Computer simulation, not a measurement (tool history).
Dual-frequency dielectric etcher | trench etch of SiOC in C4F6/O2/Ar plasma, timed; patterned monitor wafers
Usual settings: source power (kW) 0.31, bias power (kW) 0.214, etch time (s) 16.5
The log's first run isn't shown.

| run | day | source power (kW) | bias power (kW) | etch time (s) | wafers since the last listed run | hours since the last wet clean | hours since the last source power generator calibration | hours since the last bias power generator calibration | hours since the last upper electrode change | hours since the gauge calibration | read-back reference wafer on the same gauge, depth_nm | mean etch depth across the wafer (angstrom) |
|---|---|---|---|---|---|---|---|---|---|---|---|---|
|  | 4.379 | wet clean of the chamber |
| 2 | 4.4 | 0.31 | 0.214 | 16.5 | 1057 | 0.5 | 1065.3 | 1387.8 | 5637.8 | 133.5 | 34.73 | 339.8 |
| 3 | 5.975 | 0.31 | 0.214 | 16.5 | 489 | 38.3 | 1103.1 | 1425.6 | 5675.6 | 171.3 | 34.72 | 348.6 |
| 4 | 8.346 | 0.31 | 0.214 | 16.5 | 737 | 95.2 | 1160 | 1482.5 | 5732.5 | 228.2 | 34.67 | 348.9 |
| 5 | 11.625 | 0.31 | 0.214 | 13 | 1019 | 173.9 | 1238.7 | 1561.2 | 5811.2 | 306.9 | 34.69 | 273.6 |
| 6 | 13.333 | 0.31 | 0.254 | 16.5 | 531 | 214.9 | 1279.7 | 1602.2 | 5852.2 | 347.9 | 34.68 | 369.3 |
| 7 | 17.492 | 0.31 | 0.214 | 16.5 | 1293 | 314.7 | 1379.5 | 1702 | 5952 | 447.7 | 34.73 | 354.3 |
| 8 | 21.333 | 0.25 | 0.2 | 16.5 | 1194 | 406.9 | 1471.7 | 1794.2 | 6044.2 | 539.9 | 34.6 | 329.7 |
| 9 | 23.388 | 0.36 | 0.182 | 16.5 | 638 | 456.2 | 1521 | 1843.5 | 6093.5 | 589.2 | 34.66 | 351.3 |
|  | 26.625 | bias power generator calibrated |
|  | 31.988 | upper electrode replaced |
| 10 | 33.046 | 0.37 | 0.214 | 15 | 2641 | 688 | 1752.8 | 154.1 | 25.4 | 821 | 34.7 | 345 |
|  | 35.088 | wet clean of the chamber |
| 11 | 36.042 | 0.24 | 0.232 | 13 | 620 | 22.9 | 1824.7 | 226 | 97.3 | 892.9 | 34.7 | 268 |
| 12 | 39.233 | 0.31 | 0.214 | 16.5 | 992 | 99.5 | 1901.3 | 302.6 | 173.9 | 969.5 | 34.74 | 350.4 |
| 13 | 42.038 | 0.24 | 0.214 | 18 | 872 | 166.8 | 1968.6 | 369.9 | 241.2 | 1036.8 | 34.63 | 364 |
| 14 | 44.75 | 0.31 | 0.214 | 16.5 | 843 | 231.9 | 2033.7 | 435 | 306.3 | 1101.9 | 34.76 | 354.3 |
| 15 | 47.683 | 0.24 | 0.214 | 18 | 912 | 302.3 | 2104.1 | 505.4 | 376.7 | 1172.3 | 34.66 | 366 |
|  | 48.004 | source power generator calibrated |
| 16 | 51.221 | 0.27 | 0.196 | 18 | 1048 | 387.2 | 77.2 | 590.3 | 461.6 | 1257.2 | 34.74 | 368.6 |
| 17 | 54.188 | 0.27 | 0.214 | 14.5 | 922 | 458.4 | 148.4 | 661.5 | 532.8 | 1328.4 | 34.73 | 307.6 |
| 18 | 57.296 | 0.31 | 0.214 | 20.5 | 966 | 533 | 223 | 736.1 | 607.4 | 1403 | 34.68 | 448 |
| 19 | 59.704 | 0.28 | 0.214 | 12.5 | 749 | 590.8 | 280.8 | 793.9 | 665.2 | 1460.8 | 34.8 | 268.2 |
| 20 | 62.617 | 0.26 | 0.162 | 11.5 | 905 | 660.7 | 350.7 | 863.8 | 735.1 | 1530.7 | 34.68 | 222.8 |
|  | 64.621 | wet clean of the chamber |
| 21 | 64.642 | 0.27 | 0.214 | 13 | 318 | 0.5 | 399.3 | 912.4 | 783.7 | 1579.3 | 34.78 | 260.3 |

Run 22 comes next. What will it give?
| 22 | 68.783 | 0.35 | 0.167 | 12 | 1288 | 99.9 | 498.7 | 1011.8 | 883.1 | 1678.7 | ? | ? |

Run 22 gave read-back reference wafer on the same gauge, depth_nm 34.66, mean etch depth across the wafer (angstrom) 237.7.
Without the tool's hidden state the same run would have given mean etch depth across the wafer (angstrom) 237.7.
